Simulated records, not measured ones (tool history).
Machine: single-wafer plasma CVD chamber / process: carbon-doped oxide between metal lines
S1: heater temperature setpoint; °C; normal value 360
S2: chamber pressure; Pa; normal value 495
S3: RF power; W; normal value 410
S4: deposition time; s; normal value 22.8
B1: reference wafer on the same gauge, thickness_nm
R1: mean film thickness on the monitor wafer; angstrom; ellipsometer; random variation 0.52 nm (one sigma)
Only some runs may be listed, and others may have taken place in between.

{"run": 1, "hour": 0.0, "S1": 360, "S2": 495, "S3": 410, "S4": 19.5, "B1": 78.224, "R1": 787.65}
{"run": 2, "hour": 54.2, "S1": 360, "S2": 495, "S3": 410, "S4": 19.5, "B1": 78.341, "R1": 790.41}
{"run": 3, "hour": 119.7, "S1": 360, "S2": 495, "S3": 445, "S4": 22.8, "B1": 78.42, "R1": 954.32}
{"hour": 340.4, "done": "thermocouple changed; heater temperature recalibrated"}
{"hour": 364.1, "done": "gauge calibrated"}
{"run": 4, "hour": 405.9, "S1": 360, "S2": 495, "S3": 445, "S4": 22.8, "B1": 78.372, "R1": 955.44}
{"run": 5, "hour": 513.8, "S1": 360, "S2": 495, "S3": 410, "S4": 22.8, "B1": 78.206, "R1": 905.23}
{"run": 6, "hour": 615.3, "S1": 360, "S2": 495, "S3": 410, "S4": 22.8, "B1": 78.02, "R1": 899.69}
{"run": 7, "hour": 715.6, "S1": 360, "S2": 495, "S3": 410, "S4": 22.8, "B1": 78.401, "R1": 908.74}
{"run": 8, "hour": 798.0, "S1": 360, "S2": 495, "S3": 410, "S4": 22.8, "B1": 78.258, "R1": 910.85}
{"run": 9, "hour": 873.7, "S1": 360, "S2": 495, "S3": 410, "S4": 22.8, "B1": 78.333, "R1": 903.91}
{"run": 10, "hour": 933.5, "S1": 372, "S2": 495, "S3": 410, "S4": 22.8, "B1": 78.275, "R1": 882.35}
{"run": 11, "hour": 1015.9, "S1": 372, "S2": 495, "S3": 410, "S4": 22.8, "B1": 78.25, "R1": 878.01}
{"run": 12, "hour": 1112.3, "S1": 372, "S2": 495, "S3": 410, "S4": 22.8, "B1": 78.177, "R1": 871.65}
{"run": 13, "hour": 1167.4, "S1": 360, "S2": 495, "S3": 410, "S4": 22.8, "B1": 78.047, "R1": 903.59}
{"run": 14, "hour": 1211.7, "S1": 360, "S2": 495, "S3": 410, "S4": 22.8, "B1": 78.185, "R1": 905.92}
{"run": 15, "hour": 1290.5, "S1": 360, "S2": 495, "S3": 410, "S4": 20.7, "B1": 78.312, "R1": 817.28}
{"hour": 1346.7, "done": "showerhead replaced"}
{"run": 16, "hour": 1355.3, "S1": 360, "S2": 495, "S3": 360, "S4": 22.8, "B1": 78.286, "R1": 853.43}
{"hour": 1428.2, "done": "capacitance manometer re-zeroed and calibrated"}
{"hour": 1448.1, "done": "thermocouple changed; heater temperature recalibrated"}
{"run": 17, "hour": 1473.7, "S1": 360, "S2": 495, "S3": 410, "S4": 22.8, "B1": 78.181, "R1": 902.09}
{"hour": 1485.2, "done": "RF generator calibrated"}
{"run": 18, "hour": 1579.9, "S1": 369, "S2": 495, "S3": 410, "S4": 22.8, "B1": 78.28, "R1": 857.26}
{"run": 19, "hour": 1616.9, "S1": 352, "S2": 495, "S3": 375, "S4": 19.2, "B1": 78.197, "R1": 729.49}
{"hour": 1626.7, "done": "gauge calibrated"}
{"run": 20, "hour": 1690.4, "S1": 352, "S2": 373, "S3": 475, "S4": 24.4, "B1": 78.283, "R1": 1019.5}
{"run": 21, "hour": 1726.8, "S1": 371, "S2": 385, "S3": 445, "S4": 22.8, "B1": 78.263, "R1": 875.22}
{"hour": 1762.4, "done": "RF generator calibrated, repeated, since the last time left the tool worse"}
{"run": 22, "hour": 1813.8, "S1": 360, "S2": 495, "S3": 345, "S4": 22.8, "B1": 78.119, "R1": 852.54}
{"run": 23, "hour": 1855.9, "S1": 369, "S2": 495, "S3": 345, "S4": 20.7, "B1": 78.267, "R1": 751.77}
{"run": 24, "hour": 1982.8, "S1": 355, "S2": 495, "S3": 410, "S4": 22.8, "B1": 78.235, "R1": 938.56}
{"run": 25, "hour": 2046.7, "S1": 360, "S2": 495, "S3": 410, "S4": 22.8, "B1": 78.199, "R1": 923.74}
{"run": 26, "hour": 2112.3, "S1": 365, "S2": 457, "S3": 375, "S4": 20.2, "B1": 78.222, "R1": 773.25}
{"run": 27, "hour": 2153.1, "S1": 360, "S2": 373, "S3": 455, "S4": 22.8, "B1": 78.002, "R1": 952.1}

Predict each of these 5 candidate next runs independently; none follows another, all start after run 27:
{"run": "A", "hour": 2153.5, "S1": 360, "S2": 537, "S3": 410, "S4": 22.8, "B1": "?", "R1": "?"}
{"run": "B", "hour": 2153.5, "S1": 353, "S2": 495, "S3": 410, "S4": 22.8, "B1": "?", "R1": "?"}
{"run": "C", "hour": 2153.5, "S1": 350, "S2": 495, "S3": 410, "S4": 22.8, "B1": "?", "R1": "?"}
{"run": "D", "hour": 2153.5, "S1": 360, "S2": 528, "S3": 340, "S4": 22.8, "B1": "?", "R1": "?"}
{"run": "E", "hour": 2153.5, "S1": 360, "S2": 495, "S3": 410, "S4": 21.0, "B1": "?", "R1": "?"}

run=A B1=78.391 R1=932.16
run=B B1=78.391 R1=945.24
run=C B1=78.391 R1=954.39
run=D B1=78.391 R1=850.69
run=E B1=78.391 R1=853.32
With no hidden state in the tool, these same runs would have given:
run=A R1=938.81
run=B R1=951.98
run=C R1=961.19
run=D R1=856.99
run=E R1=859.40

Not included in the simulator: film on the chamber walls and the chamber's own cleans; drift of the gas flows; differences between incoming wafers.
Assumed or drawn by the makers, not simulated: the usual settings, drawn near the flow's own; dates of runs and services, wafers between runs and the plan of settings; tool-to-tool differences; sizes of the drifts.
